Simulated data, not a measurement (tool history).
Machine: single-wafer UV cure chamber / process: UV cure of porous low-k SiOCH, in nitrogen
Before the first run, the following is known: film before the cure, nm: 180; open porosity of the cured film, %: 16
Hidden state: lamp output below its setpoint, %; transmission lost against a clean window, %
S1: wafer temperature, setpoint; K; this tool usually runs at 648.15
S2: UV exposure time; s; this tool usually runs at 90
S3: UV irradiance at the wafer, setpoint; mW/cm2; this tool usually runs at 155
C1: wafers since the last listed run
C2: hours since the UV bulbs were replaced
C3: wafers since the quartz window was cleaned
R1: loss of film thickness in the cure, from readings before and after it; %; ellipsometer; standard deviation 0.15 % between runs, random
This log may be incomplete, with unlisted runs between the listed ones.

run   hour      S1   S2   S3   C1      C2    C3     R1
  1    0.0  637.15   90  139    0  2813.3   266  7.608
  2    7.4  637.15   90  139   69  2820.7   336  7.650
  3   19.3  637.15   90  139  112  2832.6   448  7.781
  4   31.9  648.15   90  155  119  2845.2   568  8.358
  5   48.1  648.15   90  155  153  2861.4   721  8.199
  6   64.2  656.15  110  155  152  2877.5   873  9.457
  7   78.1  656.15  110  155  131  2891.4  1004  9.201
  8   85.8  656.15  110  155   72  2899.1  1077  9.035
  9  103.3  648.15   90  155  165  2916.6  1242  8.174
 10  118.8  648.15   90  155  146  2932.1  1389  8.047
 11  130.4  648.15   90  155  109  2943.7  1498  7.845
 12  137.6  648.15   90  155   68  2950.9  1566  7.948
 13  154.1  648.15   90  155  155  2967.4  1722  8.219
 14  170.1  648.15   90  155  151  2983.4  1874  7.853
 15  181.1  648.15   90  155  103  2994.4  1978  8.001
     193.4  -- UV bulbs replaced
 16  193.9  666.15   40  122   45     0.5  2023  4.299
 17  200.5  648.15   90  175   62     7.1  2085  8.169
 18  210.0  661.15   90  155   89    16.6  2175  7.982
     227.9  -- quartz window cleaned
 19  228.4  643.15   90  192   98    35.0     5  9.031
 20  234.5  666.15   70  170   57    41.1    62  8.283
 21  242.6  648.15   65  142   76    49.2   139  6.850
 22  260.2  648.15   90  155  166    66.8   305  8.202
 23  270.2  633.15  140  115   94    76.8   400  8.764

Run 24 is up next; what results do you expect?
 24  279.0  668.15  140  142  83  85.6  483   ?

R1: 9.917 %
The same run, on a tool lacking any hidden state, would have yielded R1 10.113 %.
